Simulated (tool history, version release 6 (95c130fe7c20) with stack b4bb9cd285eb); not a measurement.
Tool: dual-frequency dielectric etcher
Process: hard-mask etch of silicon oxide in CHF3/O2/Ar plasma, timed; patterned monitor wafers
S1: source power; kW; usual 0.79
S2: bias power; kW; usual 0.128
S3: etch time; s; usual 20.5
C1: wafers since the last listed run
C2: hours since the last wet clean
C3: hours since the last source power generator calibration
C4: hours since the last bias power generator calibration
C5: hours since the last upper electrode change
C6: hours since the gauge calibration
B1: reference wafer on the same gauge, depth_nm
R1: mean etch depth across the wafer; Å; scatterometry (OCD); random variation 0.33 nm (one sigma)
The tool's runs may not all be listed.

run	hour	S1	S2	S3	C1	C2	C3	C4	C5	C6	B1	R1
1	0	0.79	0.142	20.5	0	154.7	2849.2	2724.3	1336.7	1022.1	38.34	486.9
2	61.3	0.79	0.142	20.5	752	216	2910.5	2785.6	1398	1083.4	38.32	485.1
3	115.9	0.79	0.142	20.5	670	270.6	2965.1	2840.2	1452.6	1138	38.29	484.7
4	173.6	0.79	0.112	20.5	708	328.3	3022.8	2897.9	1510.3	1195.7	38.24	433.5
5	258.1	0.79	0.112	20.5	1036	412.8	3107.3	2982.4	1594.8	1280.2	38.25	434.1
6	364.1	0.79	0.128	20.5	1300	518.8	3213.3	3088.4	1700.8	1386.2	38.16	463.9
# hour 423.8: wet clean of the chamber
7	432.8	0.79	0.128	20.5	548	9	3282	3157.1	1769.5	1454.9	38.14	466.3
8	489.6	0.64	0.128	20.5	697	65.8	3338.8	3213.9	1826.3	1511.7	37.97	406
9	542.1	0.64	0.128	20.5	644	118.3	3391.3	3266.4	1878.8	1564.2	37.97	401.1
10	613.8	0.64	0.128	20.5	879	190	3463	3338.1	1950.5	1635.9	38.01	403.3
11	676.1	0.79	0.128	20.5	764	252.3	3525.3	3400.4	2012.8	1698.2	37.82	456.2
12	765.1	0.79	0.139	20.5	1092	341.3	3614.3	3489.4	2101.8	1787.2	37.85	476.7
13	815.9	0.79	0.139	20.5	623	392.1	3665.1	3540.2	2152.6	1838	37.82	473.3
# hour 840.2: upper electrode replaced
14	882.9	0.79	0.139	20.5	527	459.1	3732.1	3607.2	42.7	1905	37.77	471.8
15	930.1	0.79	0.128	20.5	579	506.3	3779.3	3654.4	89.9	1952.2	37.66	452.4
# hour 999.5: wet clean of the chamber
16	1000	0.67	0.128	20.5	563	0.5	3849.2	3724.3	159.8	2022.1	37.63	407.8
17	1099.4	0.96	0.158	23.5	1219	99.9	3948.6	3823.7	259.2	2121.5	37.61	635
# hour 1197.1: source power generator calibrated
18	1204.1	0.79	0.128	26	1235	204.6	7	3928.4	363.9	2226.2	37.5	573.2
19	1249.8	0.79	0.128	20.5	560	250.3	52.7	3974.1	409.6	2271.9	37.35	458.3
20	1320.3	0.96	0.158	18	865	320.8	123.2	4044.6	480.1	2342.4	37.42	483.9
# hour 1354.8: gauge calibrated
21	1371.8	0.79	0.128	20.5	631	372.3	174.7	4096.1	531.6	17	38.76	469.3
22	1453.9	0.79	0.128	18.5	1007	454.4	256.8	4178.2	613.7	99.1	38.74	422.6
# hour 1512.1: wet clean of the chamber
23	1536.4	0.79	0.138	20.5	717	24.3	339.3	4260.7	696.2	181.6	38.64	481.3
# hour 1566.6: bias power generator calibrated
24	1609.7	0.79	0.141	20.5	850	97.6	412.6	43.1	769.5	254.9	38.65	484.7
25	1690.4	0.92	0.154	24	990	178.3	493.3	123.8	850.2	335.6	38.63	647
26	1794.9	0.97	0.15	26	1282	282.8	597.8	228.3	954.7	440.1	38.41	703
27	1871.3	0.79	0.128	20.5	937	359.2	674.2	304.7	1031.1	516.5	38.54	467.4
28	1965.7	0.92	0.12	24	1158	453.6	768.6	399.1	1125.5	610.9	38.34	569.8
29	2016.4	0.9	0.128	20.5	622	504.3	819.3	449.8	1176.2	661.6	38.43	490.3

Measured less the same run without the tool's hidden state. The same run-to-run variation is in both; the gauge's scatter may not be:
The hidden state here: etch rate over this chamber's usual, %; source power that arrives over what is set, %; bias power that arrives over what is set, %; gauge reads high (%).
run	R1
1	-9.2
2	-9.7
3	-10.2
4	-9.7
5	-10.4
6	-12.1
7	-12.7
8	-11.5
9	-11.8
10	-12.5
11	-14.7
12	-16.2
13	-16.5
14	-17.1
15	-16.9
16	-15.8
17	-25.9
18	-24.5
19	-20
20	-21.9
21	-3.5
22	-3.8
23	-5.1
24	-5.8
25	-8.8
26	-10.9
27	-8
28	-10.8
29	-9.8
